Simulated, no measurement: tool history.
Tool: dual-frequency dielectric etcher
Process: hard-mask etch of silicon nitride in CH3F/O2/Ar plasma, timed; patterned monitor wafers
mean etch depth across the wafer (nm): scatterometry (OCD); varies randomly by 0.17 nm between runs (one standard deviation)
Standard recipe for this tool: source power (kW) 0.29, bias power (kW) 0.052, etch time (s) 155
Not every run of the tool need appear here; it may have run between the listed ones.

run,day,source power (kW),bias power (kW),etch time (s),wafers since the last listed run,hours since the last wet clean,hours since the last source power generator calibration,hours since the last bias power generator calibration,hours since the last upper electrode change,hours since the gauge calibration,"read-back reference wafer on the same gauge, depth_nm",mean etch depth across the wafer (nm)
1,0,0.29,0.058,155,0,326.3,1492.1,2186.6,1834.1,283.2,70.7,85.4
# day 1.492: wet clean of the chamber
2,1.512,0.29,0.052,155,80,0.5,1528.4,2222.9,1870.4,319.5,70.7,80.7
3,1.633,0.29,0.052,155,18,3.4,1531.3,2225.8,1873.3,322.4,70.7,80.1
4,2.5,0.29,0.052,155,135,24.2,1552.1,2246.6,1894.1,343.2,70.7,80.6
5,3.508,0.29,0.052,155,158,48.4,1576.3,2270.8,1918.3,367.4,70.7,80.5
6,4.708,0.29,0.052,155,188,77.2,1605.1,2299.6,1947.1,396.2,70.8,80.8
7,6.154,0.29,0.052,155,226,111.9,1639.8,2334.3,1981.8,430.9,70.7,80.7
8,6.712,0.29,0.052,155,87,125.3,1653.2,2347.7,1995.2,444.3,70.6,80.7
9,7.608,0.29,0.047,126,140,146.8,1674.7,2369.2,2016.7,465.8,70.7,62.9
10,8.55,0.29,0.052,155,147,169.4,1697.3,2391.8,2039.3,488.4,70.7,81
11,9.25,0.29,0.052,155,109,186.2,1714.1,2408.6,2056.1,505.2,70.7,81.1
12,10.696,0.29,0.052,155,226,220.9,1748.8,2443.3,2090.8,539.9,70.7,81.1
# day 11.688: source power generator calibrated
# day 11.762: upper electrode replaced
13,12.129,0.29,0.052,155,186,255.3,10.6,2477.7,8.8,574.3,70.7,83.6
14,13.6,0.29,0.052,155,230,290.6,45.9,2513,44.1,609.6,70.7,83.8
15,14.725,0.29,0.052,155,176,317.6,72.9,2540,71.1,636.6,70.7,83.7
16,15.642,0.32,0.048,183.5,143,339.6,94.9,2562,93.1,658.6,70.7,101.7
# day 17.2: wet clean of the chamber
# day 17.404: bias power generator calibrated
17,17.625,0.23,0.04,155,127,10.2,142.5,5.3,140.7,706.2,70.7,63.5
# day 18.375: gauge calibrated
18,18.475,0.27,0.052,155,133,30.6,162.9,25.7,161.1,2.4,70.8,78.9
19,19.867,0.24,0.039,111,218,64,196.3,59.1,194.5,35.8,70.7,46.2
20,21.196,0.29,0.052,155,208,95.9,228.2,91,226.4,67.7,70.7,82.5
21,22.283,0.31,0.052,175.5,170,122,254.3,117.1,252.5,93.8,70.7,97.1
22,23.433,0.29,0.052,155,180,149.6,281.9,144.7,280.1,121.4,70.7,82.3
23,24.383,0.29,0.052,130.5,148,172.4,304.7,167.5,302.9,144.2,70.7,69.5
24,25.271,0.29,0.052,155,139,193.7,326,188.8,324.2,165.5,70.7,82.5
25,26.525,0.34,0.059,189.5,196,223.8,356.1,218.9,354.3,195.6,70.6,116.6
26,27.204,0.29,0.056,155,106,240.1,372.4,235.2,370.6,211.9,70.7,85.1
27,28.108,0.29,0.052,155,141,261.8,394.1,256.9,392.3,233.6,70.7,82.4
28,29.583,0.29,0.052,155,231,297.2,429.5,292.3,427.7,269,70.7,82.6
29,30.283,0.29,0.052,155,109,314,446.3,309.1,444.5,285.8,70.8,82.9
# day 33.929: wet clean of the chamber
30,34.338,0.29,0.049,155,478,9.8,543.6,406.4,541.8,383.1,70.7,79.5
31,35.567,0.26,0.062,170,192,39.3,573.1,435.9,571.3,412.6,70.7,89.6

A few steps of mean etch depth across the wafer (nm) between consecutive runs. Split each: what settings, incoming material and random variation would produce without the hidden state, and what is left over for the hidden state, along with gauge scatter present in only one of the two compared results (measured, and without hidden state):
The hidden state here: etch rate over this chamber's usual, %; source power that arrives over what is set, %; bias power that arrives over what is set, %; gauge reads high (%).
Run 1 -> 2: bias power (kW) 0.058 -> 0.052, wet clean of the chamber. mean etch depth across the wafer (nm) -4.7: hidden state -1.1, all else -3.6.
Run 12 -> 13: source power generator calibrated, upper electrode replaced. mean etch depth across the wafer (nm) +2.5: hidden state +2.5, all else +0.
Run 16 -> 17: source power (kW) 0.32 -> 0.23, bias power (kW) 0.048 -> 0.04, etch time (s) 183.5 -> 155, wet clean of the chamber, bias power generator calibrated. mean etch depth across the wafer (nm) -38.2: hidden state -1, all else -37.2.
Run 19 -> 20: source power (kW) 0.24 -> 0.29, bias power (kW) 0.039 -> 0.052, etch time (s) 111 -> 155. mean etch depth across the wafer (nm) +36.3: hidden state -0.3, all else +36.6.
Run 24 -> 25: source power (kW) 0.29 -> 0.34, bias power (kW) 0.052 -> 0.059, etch time (s) 155 -> 189.5. mean etch depth across the wafer (nm) +34.1: hidden state -0.3, all else +34.4.
Run 29 -> 30: bias power (kW) 0.052 -> 0.049, wet clean of the chamber. mean etch depth across the wafer (nm) -3.4: hidden state -1.2, all else -2.2.
